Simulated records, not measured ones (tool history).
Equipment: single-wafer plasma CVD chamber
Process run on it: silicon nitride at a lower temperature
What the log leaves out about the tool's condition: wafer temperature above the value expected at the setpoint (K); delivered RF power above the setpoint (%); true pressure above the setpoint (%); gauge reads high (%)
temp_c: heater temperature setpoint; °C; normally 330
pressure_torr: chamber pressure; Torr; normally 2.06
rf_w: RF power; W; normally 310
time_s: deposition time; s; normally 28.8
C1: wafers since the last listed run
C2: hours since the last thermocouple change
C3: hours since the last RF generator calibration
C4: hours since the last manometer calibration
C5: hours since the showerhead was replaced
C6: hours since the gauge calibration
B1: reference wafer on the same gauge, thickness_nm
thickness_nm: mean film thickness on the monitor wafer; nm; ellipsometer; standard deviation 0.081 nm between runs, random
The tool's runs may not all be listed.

run 1 hour=0 | temp_c=330 pressure_torr=2.06 rf_w=310 time_s=33.4 | C1=0 C2=2251.3 C3=1190.5 C4=458.9 C5=4332.6 C6=1023.2 | B1=34.714 | thickness_nm=44.501
run 2 hour=46.4 | temp_c=330 pressure_torr=2.06 rf_w=310 time_s=28.8 | C1=989 C2=2297.7 C3=1236.9 C4=505.3 C5=4379 C6=1069.6 | B1=34.708 | thickness_nm=38.286
run 3 hour=99.5 | temp_c=330 pressure_torr=2.06 rf_w=310 time_s=28.8 | C1=1132 C2=2350.8 C3=1290 C4=558.4 C5=4432.1 C6=1122.7 | B1=34.704 | thickness_nm=38.299
run 4 hour=124 | temp_c=330 pressure_torr=2.06 rf_w=310 time_s=28.8 | C1=522 C2=2375.3 C3=1314.5 C4=582.9 C5=4456.6 C6=1147.2 | B1=34.688 | thickness_nm=38.322
run 5 hour=157.5 | temp_c=330 pressure_torr=2.06 rf_w=310 time_s=28.8 | C1=714 C2=2408.8 C3=1348 C4=616.4 C5=4490.1 C6=1180.7 | B1=34.696 | thickness_nm=38.278
run 6 hour=217.3 | temp_c=330 pressure_torr=2.06 rf_w=285 time_s=28.8 | C1=1275 C2=2468.6 C3=1407.8 C4=676.2 C5=4549.9 C6=1240.5 | B1=34.693 | thickness_nm=34.949
run 7 hour=246.6 | temp_c=330 pressure_torr=2.06 rf_w=310 time_s=28.8 | C1=625 C2=2497.9 C3=1437.1 C4=705.5 C5=4579.2 C6=1269.8 | B1=34.694 | thickness_nm=38.127
run 8 hour=285.6 | temp_c=330 pressure_torr=2.06 rf_w=310 time_s=28.8 | C1=832 C2=2536.9 C3=1476.1 C4=744.5 C5=4618.2 C6=1308.8 | B1=34.707 | thickness_nm=38.176
run 9 hour=337.4 | temp_c=330 pressure_torr=2.06 rf_w=310 time_s=28.8 | C1=1105 C2=2588.7 C3=1527.9 C4=796.3 C5=4670 C6=1360.6 | B1=34.682 | thickness_nm=38.133
-- hour=360.1 gauge calibrated
run 10 hour=553 | temp_c=330 pressure_torr=2.06 rf_w=310 time_s=28.8 | C1=4599 C2=2804.3 C3=1743.5 C4=1011.9 C5=4885.6 C6=192.9 | B1=34.718 | thickness_nm=38.003
run 11 hour=617.4 | temp_c=330 pressure_torr=2.06 rf_w=310 time_s=28.8 | C1=1373 C2=2868.7 C3=1807.9 C4=1076.3 C5=4950 C6=257.3 | B1=34.708 | thickness_nm=37.8
-- hour=660.7 showerhead replaced
-- hour=661 capacitance manometer re-zeroed and calibrated
run 12 hour=661.5 | temp_c=330 pressure_torr=2.06 rf_w=310 time_s=28.8 | C1=763 C2=2912.8 C3=1852 C4=0.5 C5=0.8 C6=301.4 | B1=34.704 | thickness_nm=38.289
-- hour=675.1 thermocouple changed; heater temperature recalibrated
run 13 hour=711.8 | temp_c=335 pressure_torr=2.38 rf_w=310 time_s=31.5 | C1=902 C2=36.7 C3=1902.3 C4=50.8 C5=51.1 C6=351.7 | B1=34.708 | thickness_nm=42.578
run 14 hour=754.4 | temp_c=330 pressure_torr=2.06 rf_w=310 time_s=28.8 | C1=908 C2=79.3 C3=1944.9 C4=93.4 C5=93.7 C6=394.3 | B1=34.703 | thickness_nm=38.023
run 15 hour=781.2 | temp_c=330 pressure_torr=1.92 rf_w=310 time_s=28.8 | C1=571 C2=106.1 C3=1971.7 C4=120.2 C5=120.5 C6=421.1 | B1=34.693 | thickness_nm=37.751
run 16 hour=821.7 | temp_c=330 pressure_torr=2.06 rf_w=310 time_s=28.8 | C1=864 C2=146.6 C3=2012.2 C4=160.7 C5=161 C6=461.6 | B1=34.674 | thickness_nm=38.145
run 17 hour=890.8 | temp_c=330 pressure_torr=2.06 rf_w=310 time_s=26.5 | C1=1474 C2=215.7 C3=2081.3 C4=229.8 C5=230.1 C6=530.7 | B1=34.7 | thickness_nm=35.149
run 18 hour=949.3 | temp_c=325 pressure_torr=1.81 rf_w=350 time_s=31.2 | C1=1248 C2=274.2 C3=2139.8 C4=288.3 C5=288.6 C6=589.2 | B1=34.694 | thickness_nm=45.506
run 19 hour=988.4 | temp_c=330 pressure_torr=2.06 rf_w=310 time_s=28.8 | C1=834 C2=313.3 C3=2178.9 C4=327.4 C5=327.7 C6=628.3 | B1=34.697 | thickness_nm=38.038
-- hour=1012.2 RF generator calibrated
run 20 hour=1047 | temp_c=330 pressure_torr=2.44 rf_w=265 time_s=23.1 | C1=1079 C2=371.9 C3=34.8 C4=386 C5=386.3 C6=686.9 | B1=34.701 | thickness_nm=27.069
run 21 hour=1096.3 | temp_c=330 pressure_torr=2.48 rf_w=310 time_s=28.8 | C1=1051 C2=421.2 C3=84.1 C4=435.3 C5=435.6 C6=736.2 | B1=34.724 | thickness_nm=39.708
run 22 hour=1140.9 | temp_c=330 pressure_torr=2.06 rf_w=310 time_s=23.1 | C1=951 C2=465.8 C3=128.7 C4=479.9 C5=480.2 C6=780.8 | B1=34.71 | thickness_nm=31.119
run 23 hour=1195.2 | temp_c=318 pressure_torr=1.63 rf_w=345 time_s=27 | C1=1158 C2=520.1 C3=183 C4=534.2 C5=534.5 C6=835.1 | B1=34.696 | thickness_nm=39.106
run 24 hour=1258.3 | temp_c=325 pressure_torr=2.06 rf_w=350 time_s=31.1 | C1=1346 C2=583.2 C3=246.1 C4=597.3 C5=597.6 C6=898.2 | B1=34.694 | thickness_nm=46.901
run 25 hour=1298.9 | temp_c=330 pressure_torr=1.72 rf_w=280 time_s=28.8 | C1=866 C2=623.8 C3=286.7 C4=637.9 C5=638.2 C6=938.8 | B1=34.711 | thickness_nm=34.06
run 26 hour=1350.3 | temp_c=330 pressure_torr=2.06 rf_w=310 time_s=28.8 | C1=1096 C2=675.2 C3=338.1 C4=689.3 C5=689.6 C6=990.2 | B1=34.704 | thickness_nm=38.61
run 27 hour=1396.4 | temp_c=317 pressure_torr=2.06 rf_w=310 time_s=32.3 | C1=983 C2=721.3 C3=384.2 C4=735.4 C5=735.7 C6=1036.3 | B1=34.705 | thickness_nm=43.561
run 28 hour=1444.5 | temp_c=343 pressure_torr=2.21 rf_w=365 time_s=28.8 | C1=1026 C2=769.4 C3=432.3 C4=783.5 C5=783.8 C6=1084.4 | B1=34.716 | thickness_nm=45.204
run 29 hour=1496.4 | temp_c=330 pressure_torr=1.9 rf_w=280 time_s=28.8 | C1=1107 C2=821.3 C3=484.2 C4=835.4 C5=835.7 C6=1136.3 | B1=34.7 | thickness_nm=34.412

Below, some changes in thickness_nm between adjacent runs. For each, the amount present without the hidden state too (settings, incoming material, random variation) and the amount remaining for the hidden state with gauge scatter not shared by both compared results:
Run 11 -> 12: showerhead replaced, capacitance manometer re-zeroed and calibrated. thickness_nm +0.489 nm: hidden state +0.383, all else +0.106.
Run 19 -> 20: pressure_torr 2.06 -> 2.44, rf_w 310 -> 265, time_s 28.8 -> 23.1, RF generator calibrated. thickness_nm -10.969 nm: hidden state +0.858, all else -11.827.
Run 20 -> 21: pressure_torr 2.44 -> 2.48, rf_w 265 -> 310, time_s 23.1 -> 28.8. thickness_nm +12.639 nm: hidden state -0.057, all else +12.696.
Run 24 -> 25: temp_c 325 -> 330, pressure_torr 2.06 -> 1.72, rf_w 350 -> 280, time_s 31.1 -> 28.8. thickness_nm -12.841 nm: hidden state +0.027, all else -12.868.

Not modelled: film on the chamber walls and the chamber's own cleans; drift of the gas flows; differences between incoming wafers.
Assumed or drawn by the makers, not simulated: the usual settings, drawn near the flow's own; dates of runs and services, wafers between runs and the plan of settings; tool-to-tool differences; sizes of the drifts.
